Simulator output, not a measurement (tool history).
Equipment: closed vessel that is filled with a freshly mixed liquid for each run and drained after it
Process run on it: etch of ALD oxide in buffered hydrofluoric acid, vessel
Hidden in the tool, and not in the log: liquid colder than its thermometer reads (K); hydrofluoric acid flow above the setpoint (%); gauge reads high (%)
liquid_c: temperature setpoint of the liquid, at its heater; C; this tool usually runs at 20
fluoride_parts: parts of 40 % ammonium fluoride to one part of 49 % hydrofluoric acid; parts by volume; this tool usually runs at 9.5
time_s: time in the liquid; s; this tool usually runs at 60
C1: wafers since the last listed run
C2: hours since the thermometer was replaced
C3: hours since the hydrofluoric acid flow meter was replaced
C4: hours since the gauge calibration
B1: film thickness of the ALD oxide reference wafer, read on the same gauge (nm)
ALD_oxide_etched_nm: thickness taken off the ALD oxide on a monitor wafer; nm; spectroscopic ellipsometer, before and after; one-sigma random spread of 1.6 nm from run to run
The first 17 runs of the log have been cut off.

{"run": 18, "hour": 1569.5, "liquid_c": 17, "fluoride_parts": 6.5, "time_s": 60, "C1": 10513, "C2": 791.2, "C3": 1119, "C4": 2202.3, "B1": 140.01, "ALD_oxide_etched_nm": 262.28}
{"run": 19, "hour": 1672.6, "liquid_c": 24.5, "fluoride_parts": 13, "time_s": 85, "C1": 12873, "C2": 894.3, "C3": 1222.1, "C4": 2305.4, "B1": 140.01, "ALD_oxide_etched_nm": 297.07}
{"hour": 1722.7, "done": "gauge calibrated"}
{"run": 20, "hour": 1730.9, "liquid_c": 20, "fluoride_parts": 7.5, "time_s": 45, "C1": 7279, "C2": 952.6, "C3": 1280.4, "C4": 8.2, "B1": 139.99, "ALD_oxide_etched_nm": 207.88}
{"run": 21, "hour": 1771.8, "liquid_c": 22, "fluoride_parts": 6.5, "time_s": 85, "C1": 5106, "C2": 993.5, "C3": 1321.3, "C4": 49.1, "B1": 139.99, "ALD_oxide_etched_nm": 499.32}
{"run": 22, "hour": 1877.9, "liquid_c": 20, "fluoride_parts": 6, "time_s": 70, "C1": 13247, "C2": 1099.6, "C3": 1427.4, "C4": 155.2, "B1": 139.99, "ALD_oxide_etched_nm": 391.52}
{"run": 23, "hour": 1922.2, "liquid_c": 20, "fluoride_parts": 5.5, "time_s": 90, "C1": 5531, "C2": 1143.9, "C3": 1471.7, "C4": 199.5, "B1": 140.01, "ALD_oxide_etched_nm": 542.11}
{"hour": 1930.6, "done": "hydrofluoric acid flow meter replaced"}
{"run": 24, "hour": 2006.4, "liquid_c": 18, "fluoride_parts": 6.5, "time_s": 60, "C1": 10388, "C2": 1228.1, "C3": 75.8, "C4": 283.7, "B1": 140, "ALD_oxide_etched_nm": 258.26}
{"hour": 2012.0, "done": "thermometer replaced"}
{"run": 25, "hour": 2090.0, "liquid_c": 21.5, "fluoride_parts": 9.5, "time_s": 90, "C1": 10313, "C2": 78, "C3": 159.4, "C4": 367.3, "B1": 140.02, "ALD_oxide_etched_nm": 331.81}
{"run": 26, "hour": 2188.7, "liquid_c": 20, "fluoride_parts": 9.5, "time_s": 60, "C1": 12323, "C2": 176.7, "C3": 258.1, "C4": 466, "B1": 140.03, "ALD_oxide_etched_nm": 204.16}
{"run": 27, "hour": 2268.1, "liquid_c": 17, "fluoride_parts": 7, "time_s": 60, "C1": 9913, "C2": 256.1, "C3": 337.5, "C4": 545.4, "B1": 140, "ALD_oxide_etched_nm": 236.04}
{"run": 28, "hour": 2360.6, "liquid_c": 17, "fluoride_parts": 9.5, "time_s": 60, "C1": 11549, "C2": 348.6, "C3": 430, "C4": 637.9, "B1": 140, "ALD_oxide_etched_nm": 171.54}
{"run": 29, "hour": 2412.1, "liquid_c": 18, "fluoride_parts": 11, "time_s": 40, "C1": 6430, "C2": 400.1, "C3": 481.5, "C4": 689.4, "B1": 139.99, "ALD_oxide_etched_nm": 109.3}
{"run": 30, "hour": 2515.1, "liquid_c": 20, "fluoride_parts": 9.5, "time_s": 50, "C1": 12860, "C2": 503.1, "C3": 584.5, "C4": 792.4, "B1": 140.01, "ALD_oxide_etched_nm": 171.46}
{"run": 31, "hour": 2586.8, "liquid_c": 20, "fluoride_parts": 9.5, "time_s": 75, "C1": 8952, "C2": 574.8, "C3": 656.2, "C4": 864.1, "B1": 140.02, "ALD_oxide_etched_nm": 256.4}
{"run": 32, "hour": 2637.6, "liquid_c": 20, "fluoride_parts": 13, "time_s": 60, "C1": 6342, "C2": 625.6, "C3": 707, "C4": 914.9, "B1": 140.02, "ALD_oxide_etched_nm": 159.19}
{"run": 33, "hour": 2697.3, "liquid_c": 20, "fluoride_parts": 6, "time_s": 60, "C1": 7454, "C2": 685.3, "C3": 766.7, "C4": 974.6, "B1": 139.99, "ALD_oxide_etched_nm": 326.11}
{"run": 34, "hour": 2749.0, "liquid_c": 23, "fluoride_parts": 11.5, "time_s": 60, "C1": 6455, "C2": 737, "C3": 818.4, "C4": 1026.3, "B1": 140.01, "ALD_oxide_etched_nm": 210.6}

Alternative continuations, all from the tool just after run 34; predict every row:
{"run": "A", "hour": 2749.7, "liquid_c": 20, "fluoride_parts": 9.5, "time_s": 60, "C1": 87, "C2": 737.7, "C3": 819.1, "C4": 1027, "B1": "?", "ALD_oxide_etched_nm": "?"}
{"run": "B", "hour": 2749.7, "liquid_c": 22, "fluoride_parts": 5.5, "time_s": 80, "C1": 87, "C2": 737.7, "C3": 819.1, "C4": 1027, "B1": "?", "ALD_oxide_etched_nm": "?"}
{"run": "C", "hour": 2749.7, "liquid_c": 20, "fluoride_parts": 12.5, "time_s": 80, "C1": 87, "C2": 737.7, "C3": 819.1, "C4": 1027, "B1": "?", "ALD_oxide_etched_nm": "?"}
{"run": "D", "hour": 2749.7, "liquid_c": 17, "fluoride_parts": 12, "time_s": 60, "C1": 87, "C2": 737.7, "C3": 819.1, "C4": 1027, "B1": "?", "ALD_oxide_etched_nm": "?"}

run=A B1=139.99 ALD_oxide_etched_nm=209.22
run=B B1=139.99 ALD_oxide_etched_nm=525.63
run=C B1=139.99 ALD_oxide_etched_nm=221.08
run=D B1=139.99 ALD_oxide_etched_nm=145.61
The same runs, with their run-to-run variation unchanged, on a tool lacking any hidden condition would have given:
run=A ALD_oxide_etched_nm=199.57
run=B ALD_oxide_etched_nm=496.96
run=C ALD_oxide_etched_nm=207.19
run=D ALD_oxide_etched_nm=136.48
